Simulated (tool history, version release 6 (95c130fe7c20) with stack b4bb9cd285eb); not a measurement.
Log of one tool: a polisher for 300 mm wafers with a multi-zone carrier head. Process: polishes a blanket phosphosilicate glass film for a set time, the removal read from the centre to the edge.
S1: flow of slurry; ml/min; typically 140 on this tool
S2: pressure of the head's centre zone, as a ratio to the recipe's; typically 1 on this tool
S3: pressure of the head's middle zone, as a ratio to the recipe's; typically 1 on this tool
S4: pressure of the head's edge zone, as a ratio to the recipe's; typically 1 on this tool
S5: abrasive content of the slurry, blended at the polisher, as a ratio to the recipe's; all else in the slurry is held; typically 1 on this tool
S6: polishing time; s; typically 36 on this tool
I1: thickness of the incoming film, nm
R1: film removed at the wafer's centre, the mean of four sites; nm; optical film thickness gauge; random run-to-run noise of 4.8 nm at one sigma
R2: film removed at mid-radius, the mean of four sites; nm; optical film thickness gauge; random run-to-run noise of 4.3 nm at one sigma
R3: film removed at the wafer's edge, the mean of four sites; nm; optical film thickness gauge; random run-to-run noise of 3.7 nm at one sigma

run,hour,S1,S2,S3,S4,S5,S6,I1,R1,R2,R3
1,0,140,1,1,1,1,36,3887.7,449.2,417.1,419.1
2,21.3,140,1,1,1,1,36,3920.4,444,408,420.8
3,42.9,140,1,1,1,1,36,3950.4,439.3,400.5,415.7
4,77.8,140,1,1,1,1,36,3934.9,432.3,391.1,401.9
5,91.3,140,1.08,1,0.88,1,36,3935.1,470.2,392,380.3
# hour 95.7: slurry nozzle cleaned
# hour 108.1: carrier head's membrane replaced by a new one
6,114,140,1,1,1,1,36,3935.8,428.5,384.9,395
# hour 120.5: worn pad replaced by a new one
7,136.5,140,0.89,1,1,1,36,3911,412.2,420.3,417.8
8,154.7,140,1,1,1,1.1,27,3896.6,352.5,319.4,326.3
9,176.2,140,1,1,1,1,36,3994.7,447.6,407.1,411.2
# hour 184.7: edge zone pressure recalibrated
10,196.3,140,1,1,1,1,36,3938.4,447.1,403.4,414.5
11,213.2,140,1,1,1,1,36,3961.8,440.4,399.2,407.4
12,241.5,140,1.06,1,1,1,36,3989.3,478.1,390.1,399.9
# hour 251.5: centre zone pressure recalibrated
13,269.1,140,1,0.89,0.9,1,36,3972.2,391.2,347.7,383.3
# hour 274.2: worn pad replaced by a new one
14,296.1,125,1,1,1,0.9,36,3856.7,393.5,384.7,401.6
15,318.5,140,1.03,1,1,0.8,31,3996.1,337.6,330.5,333.2
16,332.1,140,1,1,1,1,36,3888.9,415.7,409.9,412.6
17,360.5,140,1,1,1.1,1,36,3945.4,405,392.2,421.4
18,374.8,140,1,0.93,1.12,0.85,29,3919.3,309.4,286.1,318.4
19,388.4,140,1,0.96,1,1.25,45,3980.4,554.3,514.9,546.2
# hour 403.4: worn pad replaced by a new one
20,417.5,180,1.11,0.93,1,0.8,36,3948.5,461.9,380.1,407.6

Here are 5 independent what-if runs from the current tool condition. What would each one return?
A,417.9,100,1,1,1,1,36,3904.8,?,?,?
B,417.9,175,1,1,1,1,36,3904.8,?,?,?
C,417.9,95,1,1,1,1,28,3904.8,?,?,?
D,417.9,155,1,1,1,1,29,3904.8,?,?,?
E,417.9,140,1,1,1,1,39,3904.8,?,?,?

run,R1,R2,R3
A,388.7,385.7,397.6
B,452.8,440.9,436.8
C,296.4,294.9,305.7
D,355.7,347.3,346.2
E,467,457.3,458.5
With the hidden condition removed and each run's random variation left untouched, the same runs would have given:
run,R1,R2,R3
A,392.9,390.2,402.3
B,457.8,446.1,441.9
C,299.6,298.4,309.3
D,359.6,351.4,350.3
E,472.1,462.7,463.9
